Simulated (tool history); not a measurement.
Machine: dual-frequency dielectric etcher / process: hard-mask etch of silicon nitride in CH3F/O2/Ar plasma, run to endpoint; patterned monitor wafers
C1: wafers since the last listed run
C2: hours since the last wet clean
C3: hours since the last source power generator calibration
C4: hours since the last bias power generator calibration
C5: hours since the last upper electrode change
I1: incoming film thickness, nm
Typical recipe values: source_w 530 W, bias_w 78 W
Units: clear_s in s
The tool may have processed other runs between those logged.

run 1 hour=0 | source_w=560 bias_w=72 | C1=0 C2=278.7 C3=545.8 C4=2511.5 C5=2803.5 | I1=47.79 | clear_s=61.5
run 2 hour=26.4 | source_w=560 bias_w=72 | C1=255 C2=305.1 C3=572.2 C4=2537.9 C5=2829.9 | I1=48.04 | clear_s=62.3
run 3 hour=92.6 | source_w=560 bias_w=72 | C1=641 C2=371.3 C3=638.4 C4=2604.1 C5=2896.1 | I1=48.07 | clear_s=62
run 4 hour=152.1 | source_w=590 bias_w=78 | C1=576 C2=430.8 C3=697.9 C4=2663.6 C5=2955.6 | I1=48.24 | clear_s=57.9
run 5 hour=188.9 | source_w=560 bias_w=78 | C1=356 C2=467.6 C3=734.7 C4=2700.4 C5=2992.4 | I1=48.05 | clear_s=58.8
-- hour=225.8 wet clean of the chamber
run 6 hour=259.1 | source_w=490 bias_w=78 | C1=447 C2=33.3 C3=804.9 C4=2770.6 C5=3062.6 | I1=47.79 | clear_s=63.8
run 7 hour=325.5 | source_w=490 bias_w=78 | C1=643 C2=99.7 C3=871.3 C4=2837 C5=3129 | I1=48.02 | clear_s=64
run 8 hour=390 | source_w=500 bias_w=67 | C1=625 C2=164.2 C3=935.8 C4=2901.5 C5=3193.5 | I1=48.18 | clear_s=68.4
run 9 hour=438.5 | source_w=500 bias_w=67 | C1=470 C2=212.7 C3=984.3 C4=2950 C5=3242 | I1=48.4 | clear_s=68.5
run 10 hour=510 | source_w=500 bias_w=67 | C1=693 C2=284.2 C3=1055.8 C4=3021.5 C5=3313.5 | I1=47.86 | clear_s=67.9
-- hour=543.4 upper electrode replaced
run 11 hour=561.7 | source_w=530 bias_w=68 | C1=268 C2=335.9 C3=1107.5 C4=3073.2 C5=18.3 | I1=48.44 | clear_s=65.9
run 12 hour=626.7 | source_w=530 bias_w=68 | C1=630 C2=400.9 C3=1172.5 C4=3138.2 C5=83.3 | I1=47.9 | clear_s=64.4
-- hour=672.5 wet clean of the chamber
run 13 hour=715.8 | source_w=530 bias_w=68 | C1=631 C2=43.3 C3=1261.6 C4=3227.3 C5=172.4 | I1=48.44 | clear_s=63.7
run 14 hour=780.1 | source_w=530 bias_w=78 | C1=623 C2=107.6 C3=1325.9 C4=3291.6 C5=236.7 | I1=48.25 | clear_s=58.5
-- hour=841.5 bias power generator calibrated
run 15 hour=842 | source_w=530 bias_w=78 | C1=561 C2=169.5 C3=1387.8 C4=0.5 C5=298.6 | I1=48.13 | clear_s=58.5
-- hour=896.8 wet clean of the chamber, repeated, since the last time left the tool worse
run 16 hour=897.3 | source_w=490 bias_w=78 | C1=303 C2=0.5 C3=1443.1 C4=55.8 C5=353.9 | I1=48.02 | clear_s=64.1
run 17 hour=936.4 | source_w=580 bias_w=91 | C1=379 C2=39.6 C3=1482.2 C4=94.9 C5=393 | I1=48.17 | clear_s=55.4
run 18 hour=988.1 | source_w=600 bias_w=96 | C1=501 C2=91.3 C3=1533.9 C4=146.6 C5=444.7 | I1=47.84 | clear_s=52.3
run 19 hour=1036.8 | source_w=620 bias_w=60 | C1=472 C2=140 C3=1582.6 C4=195.3 C5=493.4 | I1=47.98 | clear_s=66.8
run 20 hour=1090.7 | source_w=530 bias_w=78 | C1=522 C2=193.9 C3=1636.5 C4=249.2 C5=547.3 | I1=48.13 | clear_s=61.8
run 21 hour=1150.1 | source_w=460 bias_w=63 | C1=575 C2=253.3 C3=1695.9 C4=308.6 C5=606.7 | I1=48.9 | clear_s=75.4
-- hour=1194.1 source power generator calibrated
run 22 hour=1197.1 | source_w=530 bias_w=63 | C1=416 C2=300.3 C3=3 C4=355.6 C5=653.7 | I1=48.32 | clear_s=69.4
run 23 hour=1241.9 | source_w=410 bias_w=88 | C1=434 C2=345.1 C3=47.8 C4=400.4 C5=698.5 | I1=48.69 | clear_s=64.6
run 24 hour=1297.6 | source_w=530 bias_w=78 | C1=540 C2=400.8 C3=103.5 C4=456.1 C5=754.2 | I1=48.59 | clear_s=61.2
-- hour=1336 wet clean of the chamber
run 25 hour=1336.5 | source_w=620 bias_w=96 | C1=144 C2=0.5 C3=142.4 C4=495 C5=793.1 | I1=47.89 | clear_s=51.4
run 26 hour=1396.9 | source_w=620 bias_w=60 | C1=585 C2=60.9 C3=202.8 C4=555.4 C5=853.5 | I1=48.13 | clear_s=66.8
run 27 hour=1450.6 | source_w=460 bias_w=61 | C1=520 C2=114.6 C3=256.5 C4=609.1 C5=907.2 | I1=47.98 | clear_s=75.2
run 28 hour=1486 | source_w=430 bias_w=89 | C1=343 C2=150 C3=291.9 C4=644.5 C5=942.6 | I1=48.36 | clear_s=62.7
run 29 hour=1520.5 | source_w=480 bias_w=83 | C1=334 C2=184.5 C3=326.4 C4=679 C5=977.1 | I1=48.01 | clear_s=60.9
run 30 hour=1555.8 | source_w=530 bias_w=78 | C1=342 C2=219.8 C3=361.7 C4=714.3 C5=1012.4 | I1=48.19 | clear_s=61.1

Across each entry between runs, compare the hidden state at the last listed run before it with the hidden state at the first listed run after it:
Between runs 5 and 6: wet clean of the chamber (hour 225.8)
  etch rate over this chamber's usual, %: 2.79 -> 0.466
  measured minus no-state result, clear_s: -1.7 -> -0.3 s
Between runs 10 and 11: upper electrode replaced (hour 543.4)
  etch rate over this chamber's usual, %: 2.06 -> 2.39
  measured minus no-state result, clear_s: -1.4 -> -1.6 s
Between runs 12 and 13: wet clean of the chamber (hour 672.5)
  etch rate over this chamber's usual, %: 2.8 -> 5.75
  measured minus no-state result, clear_s: -1.9 -> -3.7 s
Between runs 14 and 15: bias power generator calibrated (hour 841.5)
  etch rate over this chamber's usual, %: 6.16 -> 6.56
  measured minus no-state result, clear_s: -3.6 -> -3.8 s
Between runs 15 and 16: wet clean of the chamber, repeated, since the last time left the tool worse (hour 896.8)
  etch rate over this chamber's usual, %: 6.56 -> -0.422
  measured minus no-state result, clear_s: -3.8 -> +0.3 s
Between runs 21 and 22: source power generator calibrated (hour 1194.1)
  etch rate over this chamber's usual, %: 1.19 -> 1.48
  measured minus no-state result, clear_s: -0.9 -> -1 s
Between runs 24 and 25: wet clean of the chamber (hour 1336)
  etch rate over this chamber's usual, %: 2.12 -> 0.182
  measured minus no-state result, clear_s: -1.3 -> -0.1 s

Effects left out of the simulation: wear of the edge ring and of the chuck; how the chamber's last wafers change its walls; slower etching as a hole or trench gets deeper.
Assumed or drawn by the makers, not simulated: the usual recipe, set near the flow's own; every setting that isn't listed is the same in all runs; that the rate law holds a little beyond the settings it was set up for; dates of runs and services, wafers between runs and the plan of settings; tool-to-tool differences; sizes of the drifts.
